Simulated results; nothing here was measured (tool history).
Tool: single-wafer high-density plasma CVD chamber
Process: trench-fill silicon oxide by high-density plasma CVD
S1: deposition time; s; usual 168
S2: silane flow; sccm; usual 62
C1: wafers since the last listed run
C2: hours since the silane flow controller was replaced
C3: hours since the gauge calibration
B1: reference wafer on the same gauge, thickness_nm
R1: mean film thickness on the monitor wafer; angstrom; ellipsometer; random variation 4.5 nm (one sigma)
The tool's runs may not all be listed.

run	day	S1	S2	C1	C2	C3	B1	R1
1	0	186	59	0	1100.6	1482.3	930.598	11158.43
2	3.325	186	59	538	1180.4	1562.1	931.358	11122.35
3	5.667	186	59	379	1236.6	1618.3	929.848	11177.85
4	9.896	168	62	685	1338.1	1719.8	929.477	10398.31
5	12.529	168	62	426	1401.3	1783	929.28	10497.95
6	14.817	168	62	370	1456.2	1837.9	927.985	10642.13
7	19.283	195	66	723	1563.4	1945.1	928.867	12942.46
8	23.542	195	66	689	1665.6	2047.3	928.529	13002.9
# day 28.121: silane flow controller replaced
9	28.142	195	66	691	0.5	2157.7	929.076	12507.15
10	30.542	168	56	388	58.1	2215.3	930.311	9417.25
11	33.783	176	62	525	135.9	2293.1	929.443	10731.61
12	36.179	176	62	388	193.4	2350.6	930.038	10681.02
13	38.692	143	62	407	253.7	2410.9	931.501	8633.27
14	40.896	143	62	357	306.6	2463.8	930.298	8692.56
15	43.404	194	57	406	366.8	2524	930.204	11080.59
16	44.925	194	57	246	403.3	2560.5	930.883	11073.1
17	48.783	194	57	625	495.9	2653.1	929.627	11096.6
# day 57.825: gauge calibrated
18	59.158	146	62	1680	744.9	32	929.877	8964.49
19	62.521	146	62	544	825.6	112.7	928.385	8998.07
20	66.533	146	62	650	921.9	209	928.85	9003.93
21	69.558	180	67	490	994.5	281.6	930.762	11701.54
22	82.921	195	53	2164	1315.2	602.3	928.94	10738.33
23	85.067	200	62	347	1366.7	653.8	929.227	12513.78
24	88.621	194	74	575	1452	739.1	929.175	14066.59
25	93.108	135	58	727	1559.7	846.8	931.557	8022.03
26	96.017	149	66	471	1629.5	916.6	931.193	9804.91
27	99.133	143	67	504	1704.3	991.4	929.932	9579.65
28	102.192	168	62	495	1777.7	1064.8	931.051	10637.88
# day 102.779: silane flow controller replaced
29	104.838	151	58	374	49.4	1128.3	930.34	8751.67
30	109.15	182	54	698	152.9	1231.8	929.469	10008.25
31	111.879	168	62	442	218.4	1297.3	929.007	10281.68
32	115.004	178	58	506	293.4	1372.3	930.333	10377.49
33	118.021	178	58	488	365.8	1444.7	930.132	10365.87
34	120.171	201	69	348	417.4	1496.3	931.823	13402.96
35	123.725	168	62	575	502.7	1581.6	928.248	10390.22
36	126.138	145	68	390	560.6	1639.5	929.375	9512.39
37	130.442	168	62	697	663.9	1742.8	931.431	10328.99
38	133.912	182	70	562	747.2	1826.1	931.783	12372.52
39	137.108	192	69	517	823.9	1902.8	929.665	12828.54
40	141.15	168	62	654	920.9	1999.8	930.49	10378.52
41	145.333	168	62	677	1021.3	2100.2	929.547	10360.7
42	147.738	155	57	389	1079	2157.9	930.015	9047.24
43	149.946	168	62	357	1132	2210.9	931.274	10547.87

The tool's hidden state at each run:
gauge reads high (%): 0 in every run
H1: delivered silane flow above the setpoint (%)
run	H1
1	2.53
2	2.87
3	3.12
4	3.61
5	3.93
6	4.22
7	4.82
8	5.43
9	-0.375
10	-0.369
11	-0.34
12	-0.305
13	-0.255
14	-0.2
15	-0.125
16	-0.0725
17	0.0823
18	0.656
19	0.892
20	1.2
21	1.46
22	2.84
23	3.1
24	3.54
25	4.15
26	4.56
27	5.02
28	5.5
29	0.376
30	0.415
31	0.46
32	0.531
33	0.62
34	0.695
35	0.841
36	0.956
37	1.19
38	1.41
39	1.63
40	1.95
41	2.31
42	2.54
43	2.75

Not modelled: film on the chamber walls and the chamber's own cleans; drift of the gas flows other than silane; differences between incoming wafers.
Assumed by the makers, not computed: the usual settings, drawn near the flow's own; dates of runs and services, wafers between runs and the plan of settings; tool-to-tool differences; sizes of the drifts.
